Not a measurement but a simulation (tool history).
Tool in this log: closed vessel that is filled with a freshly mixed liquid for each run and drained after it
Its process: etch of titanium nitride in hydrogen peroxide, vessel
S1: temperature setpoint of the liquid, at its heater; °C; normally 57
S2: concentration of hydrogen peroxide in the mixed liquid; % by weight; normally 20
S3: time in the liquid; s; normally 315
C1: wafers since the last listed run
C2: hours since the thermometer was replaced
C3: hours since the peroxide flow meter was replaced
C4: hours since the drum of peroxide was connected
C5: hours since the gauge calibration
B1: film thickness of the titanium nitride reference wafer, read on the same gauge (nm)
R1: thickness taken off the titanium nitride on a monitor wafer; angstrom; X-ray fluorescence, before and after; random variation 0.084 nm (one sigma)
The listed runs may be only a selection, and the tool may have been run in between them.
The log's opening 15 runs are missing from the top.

| run | hour | S1 | S2 | S3 | C1 | C2 | C3 | C4 | C5 | B1 | R1 |
|---|---|---|---|---|---|---|---|---|---|---|---|
| 16 | 1011 | 57 | 20 | 315 | 6348 | 1933.7 | 848.4 | 486.5 | 4673.2 | 120.01 | 178.9 |
|  | 1124.7 | thermometer replaced |
|  | 1213 | peroxide flow meter replaced |
| 17 | 1304.4 | 61 | 16.5 | 465 | 28198 | 179.7 | 91.4 | 779.9 | 4966.6 | 119.99 | 321.6 |
| 18 | 1358 | 48 | 14.5 | 175 | 5186 | 233.3 | 145 | 833.5 | 5020.2 | 120.03 | 47.4 |
| 19 | 1406 | 57 | 15.5 | 395 | 4644 | 281.3 | 193 | 881.5 | 5068.2 | 119.99 | 206.3 |
|  | 1474.8 | gauge calibrated |
| 20 | 1487.7 | 57 | 20 | 315 | 7906 | 363 | 274.7 | 963.2 | 12.9 | 119.98 | 174.2 |
|  | 1559.3 | new drum of peroxide connected |
| 21 | 1572.8 | 64 | 20 | 390 | 8138 | 448.1 | 359.8 | 13.5 | 98 | 120 | 350.1 |
| 22 | 1621.5 | 52.5 | 22.5 | 200 | 4712 | 496.8 | 408.5 | 62.2 | 146.7 | 120.01 | 83.6 |
| 23 | 1702.4 | 57 | 20 | 155 | 7828 | 577.7 | 489.4 | 143.1 | 227.6 | 120.03 | 86.9 |
| 24 | 1941.6 | 57 | 17.5 | 315 | 23147 | 816.9 | 728.6 | 382.3 | 466.8 | 120.07 | 172.2 |
| 25 | 2046.6 | 51 | 24.5 | 430 | 10160 | 921.9 | 833.6 | 487.3 | 571.8 | 120 | 166.3 |
| 26 | 2147.8 | 57 | 20 | 315 | 9793 | 1023.1 | 934.8 | 588.5 | 673 | 120.04 | 176.4 |
|  | 2229.2 | peroxide flow meter replaced |
| 27 | 2247.4 | 57 | 17.5 | 315 | 9541 | 1122.7 | 18.2 | 688.1 | 772.6 | 120.03 | 172.6 |
| 28 | 2313.9 | 62 | 20 | 315 | 6435 | 1189.2 | 84.7 | 754.6 | 839.1 | 120.02 | 247.9 |
| 29 | 2405.4 | 57 | 20 | 490 | 8854 | 1280.7 | 176.2 | 846.1 | 930.6 | 120 | 276.2 |
| 30 | 2474.6 | 64 | 20 | 390 | 6696 | 1349.9 | 245.4 | 915.3 | 999.8 | 120.01 | 351.6 |

Each row is a separate what-if for the run after 30, all from the same tool condition, not one after another. Results?
| A | 2475.3 | 47.5 | 20 | 315 | 67 | 1350.6 | 246.1 | 916 | 1000.5 | ? | ? |
| B | 2475.3 | 61 | 22.5 | 210 | 67 | 1350.6 | 246.1 | 916 | 1000.5 | ? | ? |
| C | 2475.3 | 48 | 17 | 205 | 67 | 1350.6 | 246.1 | 916 | 1000.5 | ? | ? |

| run | B1 | R1 |
|---|---|---|
| A | 119.99 | 90.5 |
| B | 119.99 | 159.5 |
| C | 119.99 | 59 |
Had the tool no hidden state, the same runs would have come out as:
| run | R1 |
|---|---|
| A | 88.2 |
| B | 156 |
| C | 57.5 |
